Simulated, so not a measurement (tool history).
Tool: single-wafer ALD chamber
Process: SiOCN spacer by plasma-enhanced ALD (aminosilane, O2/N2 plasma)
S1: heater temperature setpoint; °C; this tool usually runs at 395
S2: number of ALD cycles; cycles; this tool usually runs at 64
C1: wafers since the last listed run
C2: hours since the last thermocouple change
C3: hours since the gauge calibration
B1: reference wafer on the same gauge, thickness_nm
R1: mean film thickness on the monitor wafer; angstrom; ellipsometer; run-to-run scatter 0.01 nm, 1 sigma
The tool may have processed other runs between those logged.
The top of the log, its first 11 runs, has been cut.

Run 12, hour 266: usual settings; C1 101; C2 2595.5; C3 237.2; B1 4.187. Result: R1 40.34 angstrom.
At hour 300.1: thermocouple changed; heater temperature recalibrated.
Run 13, hour 300.6: usual settings; C1 84; C2 0.5; C3 271.8; B1 4.184. Result: R1 40.27 angstrom.
Run 14, hour 322.1: usual settings; C1 67; C2 22; C3 293.3; B1 4.183. Result: R1 39.96 angstrom.
Run 15, hour 339.3: usual settings; C1 54; C2 39.2; C3 310.5; B1 4.185. Result: R1 40.13 angstrom.
Run 16, hour 356.9: usual settings; C1 55; C2 56.8; C3 328.1; B1 4.18. Result: R1 40.3 angstrom.
Run 17, hour 371.7: usual settings but S1 391 °C, S2 73 cycles; C1 46; C2 71.6; C3 342.9; B1 4.184. Result: R1 45.89 angstrom.
Run 18, hour 391.8: usual settings but S2 60 cycles; C1 63; C2 91.7; C3 363; B1 4.187. Result: R1 37.79 angstrom.
Run 19, hour 423: usual settings but S1 390 °C, S2 77 cycles; C1 98; C2 122.9; C3 394.2; B1 4.177. Result: R1 48.19 angstrom.
At hour 450.6: gauge calibrated.
Run 20, hour 451.9: usual settings but S1 410 °C; C1 91; C2 151.8; C3 1.3; B1 4.219. Result: R1 38.99 angstrom.
Run 21, hour 468.4: usual settings but S2 57 cycles; C1 52; C2 168.3; C3 17.8; B1 4.218. Result: R1 36.24 angstrom.
Run 22, hour 485.6: usual settings; C1 54; C2 185.5; C3 35; B1 4.21. Result: R1 40.58 angstrom.
Run 23, hour 512.5: usual settings; C1 85; C2 212.4; C3 61.9; B1 4.204. Result: R1 40.46 angstrom.
Run 24, hour 534.4: usual settings; C1 69; C2 234.3; C3 83.8; B1 4.196. Result: R1 40.23 angstrom.
Run 25, hour 565.3: usual settings but S1 402 °C, S2 59 cycles; C1 97; C2 265.2; C3 114.7; B1 4.187. Result: R1 36.74 angstrom.
Run 26, hour 590: usual settings; C1 78; C2 289.9; C3 139.4; B1 4.188. Result: R1 40.12 angstrom.
Run 27, hour 619.7: usual settings but S1 389 °C, S2 76 cycles; C1 93; C2 319.6; C3 169.1; B1 4.18. Result: R1 47.68 angstrom.
Run 28, hour 655.5: usual settings; C1 113; C2 355.4; C3 204.9; B1 4.172. Result: R1 40.32 angstrom.
Run 29, hour 762.6: usual settings but S2 55 cycles; C1 338; C2 462.5; C3 312; B1 4.168. Result: R1 34.44 angstrom.
Run 30, hour 778: usual settings; C1 48; C2 477.9; C3 327.4; B1 4.169. Result: R1 40.11 angstrom.
Run 31, hour 812.6: usual settings but S1 408 °C, S2 60 cycles; C1 109; C2 512.5; C3 362; B1 4.163. Result: R1 36.39 angstrom.
Run 32, hour 829.2: usual settings but S1 381 °C; C1 52; C2 529.1; C3 378.6; B1 4.167. Result: R1 40.18 angstrom.
Run 33, hour 841.4: usual settings but S1 385 °C; C1 38; C2 541.3; C3 390.8; B1 4.168. Result: R1 39.96 angstrom.

Alternative continuations, all from the tool just after run 33; predict every row:
Run A, hour 841.9: usual settings; C1 1; C2 541.8; C3 391.3; B1 ?. Result: R1 ?.
Run B, hour 841.9: usual settings but S2 59 cycles; C1 1; C2 541.8; C3 391.3; B1 ?. Result: R1 ?.
Run C, hour 841.9: usual settings but S1 383 °C; C1 1; C2 541.8; C3 391.3; B1 ?. Result: R1 ?.
Run D, hour 841.9: usual settings but S1 389 °C; C1 1; C2 541.8; C3 391.3; B1 ?. Result: R1 ?.
Run E, hour 841.9: usual settings but S1 405 °C, S2 71 cycles; C1 1; C2 541.8; C3 391.3; B1 ?. Result: R1 ?.

run     B1     R1
  A  4.164   39.9
  B  4.164  36.79
  C  4.164   39.9
  D  4.164   39.9
  E  4.164  43.42
What these runs would have given with no unlogged condition in the tool:
run     R1
  A   40.5
  B  37.34
  C   40.5
  D   40.5
  E  44.07

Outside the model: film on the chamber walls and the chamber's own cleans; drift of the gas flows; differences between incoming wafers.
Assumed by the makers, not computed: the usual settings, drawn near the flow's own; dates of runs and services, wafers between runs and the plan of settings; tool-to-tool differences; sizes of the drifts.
